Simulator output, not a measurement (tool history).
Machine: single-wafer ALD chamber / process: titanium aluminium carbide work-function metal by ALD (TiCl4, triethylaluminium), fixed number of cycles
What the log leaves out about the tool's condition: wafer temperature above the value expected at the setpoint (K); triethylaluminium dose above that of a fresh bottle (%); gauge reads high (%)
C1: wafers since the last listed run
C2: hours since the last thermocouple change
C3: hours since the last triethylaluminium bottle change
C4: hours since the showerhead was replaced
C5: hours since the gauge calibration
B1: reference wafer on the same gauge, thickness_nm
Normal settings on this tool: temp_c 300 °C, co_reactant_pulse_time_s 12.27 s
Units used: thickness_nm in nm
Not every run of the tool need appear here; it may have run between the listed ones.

{"run": 1, "hour": 0.0, "temp_c": 300, "co_reactant_pulse_time_s": 12.27, "C1": 0, "C2": 2043.1, "C3": 613.9, "C4": 2318.5, "C5": 109.3, "B1": 2.143, "thickness_nm": 1.914}
{"run": 2, "hour": 10.7, "temp_c": 300, "co_reactant_pulse_time_s": 12.27, "C1": 101, "C2": 2053.8, "C3": 624.6, "C4": 2329.2, "C5": 120.0, "B1": 2.138, "thickness_nm": 1.911}
{"run": 3, "hour": 17.7, "temp_c": 300, "co_reactant_pulse_time_s": 12.27, "C1": 66, "C2": 2060.8, "C3": 631.6, "C4": 2336.2, "C5": 127.0, "B1": 2.138, "thickness_nm": 1.918}
{"run": 4, "hour": 30.2, "temp_c": 300, "co_reactant_pulse_time_s": 12.27, "C1": 118, "C2": 2073.3, "C3": 644.1, "C4": 2348.7, "C5": 139.5, "B1": 2.138, "thickness_nm": 1.92}
{"run": 5, "hour": 44.8, "temp_c": 300, "co_reactant_pulse_time_s": 15.43, "C1": 138, "C2": 2087.9, "C3": 658.7, "C4": 2363.3, "C5": 154.1, "B1": 2.141, "thickness_nm": 1.935}
{"hour": 82.7, "done": "thermocouple changed; heater temperature recalibrated"}
{"run": 6, "hour": 92.2, "temp_c": 300, "co_reactant_pulse_time_s": 12.27, "C1": 372, "C2": 9.5, "C3": 706.1, "C4": 2410.7, "C5": 201.5, "B1": 2.14, "thickness_nm": 1.909}
{"run": 7, "hour": 101.1, "temp_c": 300, "co_reactant_pulse_time_s": 12.27, "C1": 84, "C2": 18.4, "C3": 715.0, "C4": 2419.6, "C5": 210.4, "B1": 2.139, "thickness_nm": 1.927}
{"run": 8, "hour": 115.0, "temp_c": 300, "co_reactant_pulse_time_s": 12.27, "C1": 131, "C2": 32.3, "C3": 728.9, "C4": 2433.5, "C5": 224.3, "B1": 2.14, "thickness_nm": 1.913}
{"run": 9, "hour": 125.3, "temp_c": 300, "co_reactant_pulse_time_s": 12.27, "C1": 97, "C2": 42.6, "C3": 739.2, "C4": 2443.8, "C5": 234.6, "B1": 2.141, "thickness_nm": 1.913}
{"hour": 134.8, "done": "triethylaluminium bottle replaced"}
{"run": 10, "hour": 135.3, "temp_c": 300, "co_reactant_pulse_time_s": 12.27, "C1": 18, "C2": 52.6, "C3": 0.5, "C4": 2453.8, "C5": 244.6, "B1": 2.138, "thickness_nm": 1.915}
{"run": 11, "hour": 141.4, "temp_c": 300, "co_reactant_pulse_time_s": 10.43, "C1": 57, "C2": 58.7, "C3": 6.6, "C4": 2459.9, "C5": 250.7, "B1": 2.14, "thickness_nm": 1.892}
{"hour": 145.0, "done": "gauge calibrated"}
{"run": 12, "hour": 159.4, "temp_c": 300, "co_reactant_pulse_time_s": 12.27, "C1": 170, "C2": 76.7, "C3": 24.6, "C4": 2477.9, "C5": 14.4, "B1": 2.14, "thickness_nm": 1.923}
{"hour": 169.1, "done": "showerhead replaced"}
{"run": 13, "hour": 170.8, "temp_c": 287, "co_reactant_pulse_time_s": 12.27, "C1": 32, "C2": 88.1, "C3": 36.0, "C4": 1.7, "C5": 25.8, "B1": 2.139, "thickness_nm": 1.819}
{"run": 14, "hour": 180.8, "temp_c": 300, "co_reactant_pulse_time_s": 12.27, "C1": 94, "C2": 98.1, "C3": 46.0, "C4": 11.7, "C5": 35.8, "B1": 2.14, "thickness_nm": 1.908}
{"run": 15, "hour": 189.8, "temp_c": 300, "co_reactant_pulse_time_s": 12.27, "C1": 85, "C2": 107.1, "C3": 55.0, "C4": 20.7, "C5": 44.8, "B1": 2.139, "thickness_nm": 1.906}
{"run": 16, "hour": 204.4, "temp_c": 294, "co_reactant_pulse_time_s": 15.19, "C1": 138, "C2": 121.7, "C3": 69.6, "C4": 35.3, "C5": 59.4, "B1": 2.141, "thickness_nm": 1.892}
{"run": 17, "hour": 212.7, "temp_c": 311, "co_reactant_pulse_time_s": 15.02, "C1": 78, "C2": 130.0, "C3": 77.9, "C4": 43.6, "C5": 67.7, "B1": 2.139, "thickness_nm": 2.01}
{"run": 18, "hour": 225.5, "temp_c": 286, "co_reactant_pulse_time_s": 8.29, "C1": 121, "C2": 142.8, "C3": 90.7, "C4": 56.4, "C5": 80.5, "B1": 2.141, "thickness_nm": 1.72}
{"run": 19, "hour": 240.6, "temp_c": 300, "co_reactant_pulse_time_s": 12.27, "C1": 142, "C2": 157.9, "C3": 105.8, "C4": 71.5, "C5": 95.6, "B1": 2.14, "thickness_nm": 1.92}
{"run": 20, "hour": 253.1, "temp_c": 306, "co_reactant_pulse_time_s": 14.74, "C1": 118, "C2": 170.4, "C3": 118.3, "C4": 84.0, "C5": 108.1, "B1": 2.14, "thickness_nm": 1.98}
{"run": 21, "hour": 260.3, "temp_c": 300, "co_reactant_pulse_time_s": 8.39, "C1": 68, "C2": 177.6, "C3": 125.5, "C4": 91.2, "C5": 115.3, "B1": 2.139, "thickness_nm": 1.812}
{"run": 22, "hour": 274.2, "temp_c": 310, "co_reactant_pulse_time_s": 16.24, "C1": 131, "C2": 191.5, "C3": 139.4, "C4": 105.1, "C5": 129.2, "B1": 2.14, "thickness_nm": 2.014}

Hidden state at the last listed run before each entry between runs and at the first one after, where it differs:
Runs 5 to 6: thermocouple changed; heater temperature recalibrated (hour 82.7)
  the hidden state is the same at both runs
Runs 9 to 10: triethylaluminium bottle replaced (hour 134.8)
  the hidden state is the same at both runs
Runs 11 to 12: gauge calibrated (hour 145.0)
  the hidden state is the same at both runs
Runs 12 to 13: showerhead replaced (hour 169.1)
  the hidden state is the same at both runs
